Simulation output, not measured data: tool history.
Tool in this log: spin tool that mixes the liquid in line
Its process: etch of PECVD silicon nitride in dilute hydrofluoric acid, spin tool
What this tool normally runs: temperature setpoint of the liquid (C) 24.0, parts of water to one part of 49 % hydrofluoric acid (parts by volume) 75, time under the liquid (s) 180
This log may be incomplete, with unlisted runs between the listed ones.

run	hour	temperature setpoint of the liquid (C)	parts of water to one part of 49 % hydrofluoric acid (parts by volume)	time under the liquid (s)	wafers since the last listed run	hours since the thermometer was replaced	hours since the hydrofluoric acid flow meter was replaced	hours since the gauge calibration	read-back film thickness of the PECVD silicon nitride reference wafer, read on the same gauge (nm)	thickness taken off the PECVD silicon nitride on a monitor wafer (angstrom)
1	0.0	24.0	75	180	0	1097.6	1059.2	1015.6	110.00	89.4
2	56.2	24.0	75	180	250	1153.8	1115.4	1071.8	109.98	90.0
3	88.0	24.0	75	180	141	1185.6	1147.2	1103.6	110.01	89.5
4	115.3	24.0	75	180	121	1212.9	1174.5	1130.9	109.99	89.7
5	162.9	21.0	55	180	211	1260.5	1222.1	1178.5	109.99	99.5
6	218.7	21.0	55	180	248	1316.3	1277.9	1234.3	110.00	99.3
7	267.2	24.0	75	205	215	1364.8	1326.4	1282.8	109.99	101.8
8	312.8	24.0	75	180	202	1410.4	1372.0	1328.4	110.00	90.2
9	370.1	24.0	65	115	254	1467.7	1429.3	1385.7	109.99	66.3
10	407.5	24.0	65	115	166	1505.1	1466.7	1423.1	110.02	66.0
11	441.9	24.0	75	180	153	1539.5	1501.1	1457.5	109.99	89.6
12	503.1	24.0	75	90	272	1600.7	1562.3	1518.7	110.00	44.6
13	547.4	26.0	95	180	197	1645.0	1606.6	1563.0	110.00	82.1
14	757.1	24.0	60	230	933	1854.7	1816.3	1772.7	110.03	143.3
15	784.3	24.0	75	180	121	1881.9	1843.5	1799.9	109.98	90.1
16	808.4	25.5	95	180	107	1906.0	1867.6	1824.0	110.02	79.7
17	866.7	26.5	50	215	259	1964.3	1925.9	1882.3	110.00	193.1
# hour 895.8: thermometer replaced
# hour 917.5: hydrofluoric acid flow meter replaced
18	929.3	19.5	40	105	269	33.5	11.8	1944.9	110.02	72.5
19	971.7	24.0	75	180	188	75.9	54.2	1987.3	109.99	93.2
20	1032.2	24.0	75	180	269	136.4	114.7	2047.8	109.99	92.3
21	1067.2	26.5	50	215	155	171.4	149.7	2082.8	110.00	194.5
# hour 1106.9: gauge calibrated
22	1159.8	22.0	75	125	412	264.0	242.3	52.9	109.99	56.8
23	1204.9	19.5	55	240	200	309.1	287.4	98.0	110.00	122.4
24	1241.5	24.0	75	180	162	345.7	324.0	134.6	110.01	92.3
# hour 1304.7: hydrofluoric acid flow meter replaced, repeated, since the last time left the tool worse
25	1330.6	19.5	35	180	392	434.8	25.9	223.7	110.00	135.0
26	1378.7	24.0	75	180	214	482.9	74.0	271.8	110.01	87.6

Forecast run 27:
27	1436.2	24.0	75	180	255	540.4	131.5	329.3	?	?

{"run 27": {"read-back film thickness of the PECVD silicon nitride reference wafer, read on the same gauge (nm)": 109.97, "thickness taken off the PECVD silicon nitride on a monitor wafer (angstrom)": 87.2}}
Take away the tool's hidden state, keep the run-to-run variation as it was, and the same run would have given thickness taken off the PECVD silicon nitride on a monitor wafer (angstrom) 86.9.
